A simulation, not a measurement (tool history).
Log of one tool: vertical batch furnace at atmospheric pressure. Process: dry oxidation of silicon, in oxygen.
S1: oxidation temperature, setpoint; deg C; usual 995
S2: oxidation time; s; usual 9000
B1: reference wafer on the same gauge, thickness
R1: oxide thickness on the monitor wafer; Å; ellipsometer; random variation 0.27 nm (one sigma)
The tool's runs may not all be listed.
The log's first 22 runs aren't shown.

Run 23, hour 537.3: usual settings but S1 976 deg C, S2 12390 s; B1 90.93. Result: R1 854.7 Å.
Run 24, hour 550.4: usual settings but S1 970 deg C, S2 12090 s; B1 90.89. Result: R1 800.4 Å.
Run 25, hour 576.1: usual settings but S1 1011 deg C, S2 5190 s; B1 90.94. Result: R1 629.1 Å.
At hour 620.8: boat lift adjusted, repeated, since the last time left the tool worse.
Run 26, hour 621.3: usual settings but S1 1012 deg C, S2 12000 s; B1 90.84. Result: R1 1170.0 Å.
Run 27, hour 627.9: usual settings but S1 972 deg C, S2 12030 s; B1 90.93. Result: R1 840.8 Å.
Run 28, hour 636.1: usual settings but S1 1011 deg C, S2 11970 s; B1 90.95. Result: R1 1162.6 Å.
Run 29, hour 661.7: usual settings but S1 977 deg C, S2 11940 s; B1 90.89. Result: R1 865.8 Å.
Run 30, hour 679.3: usual settings but S1 988 deg C, S2 12210 s; B1 90.94. Result: R1 953.1 Å.
Run 31, hour 698.9: usual settings but S1 1017 deg C, S2 12540 s; B1 90.89. Result: R1 1267.0 Å.
Run 32, hour 723.5: usual settings but S1 1011 deg C, S2 5190 s; B1 90.89. Result: R1 664.3 Å.
Run 33, hour 739.6: usual settings but S2 6150 s; B1 90.82. Result: R1 638.6 Å.
Run 34, hour 763.0: usual settings but S2 6150 s; B1 90.86. Result: R1 637.9 Å.
Run 35, hour 795.7: usual settings but S1 1014 deg C, S2 7500 s; B1 90.88. Result: R1 868.3 Å.
Run 36, hour 818.0: usual settings but S1 1013 deg C; B1 90.85. Result: R1 967.7 Å.
Run 37, hour 841.9: usual settings but S1 1017 deg C, S2 7740 s; B1 90.92. Result: R1 906.4 Å.
Run 38, hour 857.2: usual settings but S2 6150 s; B1 90.93. Result: R1 635.4 Å.

Forecast each of these 5 alternatives for the next run:
Run A, hour 863.9: usual settings but S1 981 deg C; B1 ?. Result: R1 ?.
Run B, hour 863.9: usual settings but S1 985 deg C, S2 6330 s; B1 ?. Result: R1 ?.
Run C, hour 863.9: usual settings but S1 980 deg C, S2 10320 s; B1 ?. Result: R1 ?.
Run D, hour 863.9: usual settings but S1 976 deg C; B1 ?. Result: R1 ?.
Run E, hour 863.9: usual settings but S1 989 deg C, S2 5670 s; B1 ?. Result: R1 ?.

run     B1     R1
  A  90.88  733.2
  B  90.88  593.5
  C  90.88  800.9
  D  90.88  705.7
  E  90.88  570.6
Without the tool's hidden state the same runs would have given:
run     R1
  A  735.1
  B  595.2
  C  802.9
  D  707.5
  E  572.3
